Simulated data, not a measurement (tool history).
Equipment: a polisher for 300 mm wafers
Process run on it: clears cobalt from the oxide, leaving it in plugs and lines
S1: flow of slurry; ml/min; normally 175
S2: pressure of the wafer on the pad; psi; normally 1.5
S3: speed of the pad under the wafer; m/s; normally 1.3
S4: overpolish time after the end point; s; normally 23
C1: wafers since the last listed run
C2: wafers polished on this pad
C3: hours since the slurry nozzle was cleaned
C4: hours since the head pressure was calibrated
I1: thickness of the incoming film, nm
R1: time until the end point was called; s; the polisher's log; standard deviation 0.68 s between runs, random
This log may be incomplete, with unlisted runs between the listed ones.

{"run": 1, "hour": 0.0, "S1": 200, "S2": 1.5, "S3": 1.3, "S4": 23, "C1": 0, "C2": 1784, "C3": 157.3, "C4": 39.6, "I1": 200.3, "R1": 42.6}
{"run": 2, "hour": 26.7, "S1": 175, "S2": 1.5, "S3": 1.44, "S4": 15, "C1": 245, "C2": 2029, "C3": 184, "C4": 66.3, "I1": 198.9, "R1": 38}
{"hour": 31.9, "done": "worn pad replaced by a new one"}
{"run": 3, "hour": 40.7, "S1": 175, "S2": 1.5, "S3": 1.44, "S4": 15, "C1": 91, "C2": 80, "C3": 198, "C4": 80.3, "I1": 197.4, "R1": 38.9}
{"run": 4, "hour": 68.8, "S1": 175, "S2": 1.5, "S3": 1.44, "S4": 15, "C1": 257, "C2": 338, "C3": 226.1, "C4": 108.4, "I1": 196.2, "R1": 36.9}
{"run": 5, "hour": 90.0, "S1": 175, "S2": 1.5, "S3": 1.3, "S4": 23, "C1": 194, "C2": 533, "C3": 247.3, "C4": 129.6, "I1": 200.2, "R1": 43.6}
{"hour": 95.9, "done": "slurry nozzle cleaned"}
{"run": 6, "hour": 123.0, "S1": 175, "S2": 1.5, "S3": 1.3, "S4": 23, "C1": 293, "C2": 826, "C3": 27.1, "C4": 162.6, "I1": 202.6, "R1": 43.9}
{"run": 7, "hour": 143.3, "S1": 175, "S2": 1.5, "S3": 1.3, "S4": 19, "C1": 186, "C2": 1013, "C3": 47.4, "C4": 182.9, "I1": 199, "R1": 41.5}
{"run": 8, "hour": 170.0, "S1": 175, "S2": 1.5, "S3": 1.3, "S4": 19, "C1": 245, "C2": 1258, "C3": 74.1, "C4": 209.6, "I1": 201, "R1": 41.9}
{"run": 9, "hour": 190.4, "S1": 175, "S2": 1.5, "S3": 1.3, "S4": 23, "C1": 187, "C2": 1445, "C3": 94.5, "C4": 230, "I1": 196.3, "R1": 40.8}
{"run": 10, "hour": 223.3, "S1": 175, "S2": 1.5, "S3": 1.3, "S4": 23, "C1": 301, "C2": 1747, "C3": 127.4, "C4": 262.9, "I1": 198.2, "R1": 40.5}
{"run": 11, "hour": 236.6, "S1": 175, "S2": 1.5, "S3": 1.3, "S4": 23, "C1": 122, "C2": 1869, "C3": 140.7, "C4": 276.2, "I1": 199.6, "R1": 40.1}
{"run": 12, "hour": 251.9, "S1": 135, "S2": 1.8, "S3": 1.3, "S4": 30, "C1": 140, "C2": 2009, "C3": 156, "C4": 291.5, "I1": 197.7, "R1": 34.4}
{"run": 13, "hour": 285.9, "S1": 145, "S2": 1.5, "S3": 1.16, "S4": 23, "C1": 312, "C2": 2321, "C3": 190, "C4": 325.5, "I1": 196.6, "R1": 43.2}
{"hour": 302.3, "done": "worn pad replaced by a new one"}
{"hour": 349.4, "done": "slurry nozzle cleaned"}
{"run": 14, "hour": 364.4, "S1": 205, "S2": 1.9, "S3": 1.3, "S4": 23, "C1": 674, "C2": 560, "C3": 15, "C4": 404, "I1": 199.2, "R1": 29.9}
{"run": 15, "hour": 379.4, "S1": 175, "S2": 1.5, "S3": 1.3, "S4": 23, "C1": 137, "C2": 698, "C3": 30, "C4": 419, "I1": 201, "R1": 38}
{"run": 16, "hour": 396.2, "S1": 175, "S2": 1.5, "S3": 1.3, "S4": 23, "C1": 154, "C2": 852, "C3": 46.8, "C4": 435.8, "I1": 202.5, "R1": 38.7}
{"run": 17, "hour": 421.6, "S1": 175, "S2": 1.5, "S3": 1.3, "S4": 23, "C1": 233, "C2": 1085, "C3": 72.2, "C4": 461.2, "I1": 200.5, "R1": 38.7}
{"run": 18, "hour": 451.8, "S1": 230, "S2": 1.5, "S3": 1.3, "S4": 23, "C1": 277, "C2": 1362, "C3": 102.4, "C4": 491.4, "I1": 199.3, "R1": 36.4}
{"run": 19, "hour": 466.5, "S1": 120, "S2": 1, "S3": 1.3, "S4": 29, "C1": 134, "C2": 1497, "C3": 117.1, "C4": 506.1, "I1": 203.6, "R1": 59.7}
{"hour": 491.7, "done": "head pressure recalibrated"}
{"run": 20, "hour": 498.1, "S1": 220, "S2": 1.3, "S3": 0.88, "S4": 23, "C1": 271, "C2": 1769, "C3": 148.7, "C4": 6.4, "I1": 203.9, "R1": 68.5}
{"hour": 569.7, "done": "worn pad replaced by a new one"}
{"hour": 576.4, "done": "slurry nozzle cleaned"}
{"run": 21, "hour": 604.7, "S1": 175, "S2": 1.5, "S3": 1.08, "S4": 23, "C1": 932, "C2": 311, "C3": 28.3, "C4": 113, "I1": 198.5, "R1": 49.3}
{"run": 22, "hour": 620.8, "S1": 175, "S2": 1.8, "S3": 1.3, "S4": 23, "C1": 147, "C2": 459, "C3": 44.4, "C4": 129.1, "I1": 201.4, "R1": 36.3}
{"run": 23, "hour": 649.1, "S1": 175, "S2": 1.1, "S3": 1.3, "S4": 23, "C1": 259, "C2": 719, "C3": 72.7, "C4": 157.4, "I1": 201.6, "R1": 58.6}
{"run": 24, "hour": 675.4, "S1": 150, "S2": 1.9, "S3": 1.3, "S4": 17, "C1": 241, "C2": 960, "C3": 99, "C4": 183.7, "I1": 202.1, "R1": 34.5}
{"run": 25, "hour": 695.0, "S1": 200, "S2": 1.2, "S3": 1.3, "S4": 23, "C1": 179, "C2": 1140, "C3": 118.6, "C4": 203.3, "I1": 199.5, "R1": 51.2}
{"run": 26, "hour": 713.8, "S1": 175, "S2": 1.5, "S3": 1.3, "S4": 23, "C1": 172, "C2": 1313, "C3": 137.4, "C4": 222.1, "I1": 200.7, "R1": 42.4}
{"run": 27, "hour": 747.2, "S1": 175, "S2": 1.5, "S3": 1.3, "S4": 23, "C1": 306, "C2": 1619, "C3": 170.8, "C4": 255.5, "I1": 199.9, "R1": 41.3}
{"run": 28, "hour": 764.2, "S1": 125, "S2": 2, "S3": 1.1, "S4": 16, "C1": 156, "C2": 1775, "C3": 187.8, "C4": 272.5, "I1": 199.1, "R1": 36.9}
{"hour": 773.2, "done": "worn pad replaced by a new one"}
{"run": 29, "hour": 796.7, "S1": 175, "S2": 1.5, "S3": 1.3, "S4": 23, "C1": 261, "C2": 215, "C3": 220.3, "C4": 305, "I1": 202, "R1": 40.6}
{"hour": 803.5, "done": "slurry nozzle cleaned"}
{"run": 30, "hour": 825.1, "S1": 125, "S2": 1.5, "S3": 1.3, "S4": 23, "C1": 251, "C2": 467, "C3": 21.6, "C4": 333.4, "I1": 202.4, "R1": 42.3}
{"run": 31, "hour": 838.4, "S1": 175, "S2": 1.1, "S3": 1.02, "S4": 23, "C1": 122, "C2": 589, "C3": 34.9, "C4": 346.7, "I1": 199.6, "R1": 66.4}
{"run": 32, "hour": 860.7, "S1": 175, "S2": 1.3, "S3": 1.5, "S4": 16, "C1": 204, "C2": 793, "C3": 57.2, "C4": 369, "I1": 199.8, "R1": 40.5}
{"run": 33, "hour": 876.4, "S1": 175, "S2": 1.5, "S3": 1.3, "S4": 23, "C1": 144, "C2": 937, "C3": 72.9, "C4": 384.7, "I1": 196.1, "R1": 38.4}
{"run": 34, "hour": 897.6, "S1": 130, "S2": 1.9, "S3": 1.3, "S4": 11, "C1": 194, "C2": 1132, "C3": 94.1, "C4": 405.9, "I1": 197.3, "R1": 31.2}

Below are 4 alternative next runs, each starting from the tool's condition after run 34. Predict each:
{"run": "A", "hour": 898.0, "S1": 175, "S2": 1.6, "S3": 1.3, "S4": 23, "C1": 3, "C2": 1136, "C3": 94.5, "C4": 406.3, "I1": 202.8, "R1": "?"}
{"run": "B", "hour": 898.0, "S1": 215, "S2": 1.9, "S3": 1.76, "S4": 23, "C1": 3, "C2": 1136, "C3": 94.5, "C4": 406.3, "I1": 202.8, "R1": "?"}
{"run": "C", "hour": 898.0, "S1": 130, "S2": 1.8, "S3": 1.1, "S4": 32, "C1": 3, "C2": 1136, "C3": 94.5, "C4": 406.3, "I1": 202.8, "R1": "?"}
{"run": "D", "hour": 898.0, "S1": 175, "S2": 1.5, "S3": 1.46, "S4": 23, "C1": 3, "C2": 1136, "C3": 94.5, "C4": 406.3, "I1": 202.8, "R1": "?"}

run=A R1=36.8
run=B R1=23.2
run=C R1=39.1
run=D R1=35.5
Stripped of hidden state, with their random variation kept, the same runs would have yielded:
run=A R1=40.1
run=B R1=25.2
run=C R1=42.6
run=D R1=38.6
